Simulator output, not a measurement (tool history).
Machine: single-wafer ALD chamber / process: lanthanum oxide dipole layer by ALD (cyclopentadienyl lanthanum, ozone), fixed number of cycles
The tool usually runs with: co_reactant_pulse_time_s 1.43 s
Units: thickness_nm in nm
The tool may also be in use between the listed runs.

| run | hour | co_reactant_pulse_time_s | read-back reference wafer on the same gauge, thickness_nm | thickness_nm |
|---|---|---|---|---|
| 1 | 0 | 1.43 | 0.642 | 0.555 |
| 2 | 14.1 | 1.43 | 0.641 | 0.555 |
| 3 | 27.2 | 1.43 | 0.641 | 0.552 |
| 4 | 35.4 | 1.43 | 0.641 | 0.555 |
| 5 | 55.1 | 1.43 | 0.641 | 0.555 |
| 6 | 61.9 | 1.43 | 0.64 | 0.555 |
| 7 | 75.8 | 1.43 | 0.641 | 0.551 |
| 8 | 84.7 | 1.43 | 0.641 | 0.551 |
| 9 | 98.3 | 1.43 | 0.641 | 0.552 |
| 10 | 111.3 | 1.43 | 0.641 | 0.551 |
| 11 | 119.9 | 1.43 | 0.64 | 0.552 |
| 12 | 148.5 | 1.43 | 0.641 | 0.55 |
| 13 | 165.7 | 1.43 | 0.641 | 0.55 |
| 14 | 177.2 | 1.14 | 0.641 | 0.512 |
| 15 | 185.2 | 1.76 | 0.641 | 0.57 |
|  | 186.4 | gauge calibrated |
|  | 197.9 | thermocouple changed; heater temperature recalibrated |
|  | 232 | ozone generator serviced |
| 16 | 237 | 1.43 | 0.641 | 0.534 |
| 17 | 254.1 | 1.13 | 0.64 | 0.492 |
|  | 266.8 | showerhead replaced |
| 18 | 267.6 | 1.43 | 0.641 | 0.535 |
| 19 | 276.1 | 1.71 | 0.641 | 0.561 |
| 20 | 285.8 | 1.2 | 0.641 | 0.503 |
| 21 | 296.9 | 1.59 | 0.641 | 0.55 |
| 22 | 306.1 | 1.88 | 0.641 | 0.57 |
|  | 324.5 | ozone generator serviced, repeated, since the last time left the tool worse |
| 23 | 325 | 1.81 | 0.641 | 0.578 |
| 24 | 333 | 1.43 | 0.641 | 0.554 |
| 25 | 350.7 | 1.43 | 0.641 | 0.558 |
| 26 | 365.9 | 1.43 | 0.641 | 0.554 |
| 27 | 378.5 | 1.65 | 0.641 | 0.57 |

Branching from run 27: 5 alternative next runs. What would each branch give?
| A | 378.9 | 1.43 | ? | ? |
| B | 378.9 | 1.08 | ? | ? |
| C | 378.9 | 1.69 | ? | ? |
| D | 378.9 | 1.95 | ? | ? |
| E | 378.9 | 1.82 | ? | ? |

| run | read-back reference wafer on the same gauge, thickness_nm | thickness_nm |
|---|---|---|
| A | 0.64 | 0.555 |
| B | 0.64 | 0.512 |
| C | 0.64 | 0.571 |
| D | 0.64 | 0.58 |
| E | 0.64 | 0.576 |
Without the tool's hidden state the same runs would have given:
| run | thickness_nm |
|---|---|
| A | 0.557 |
| B | 0.515 |
| C | 0.573 |
| D | 0.581 |
| E | 0.577 |
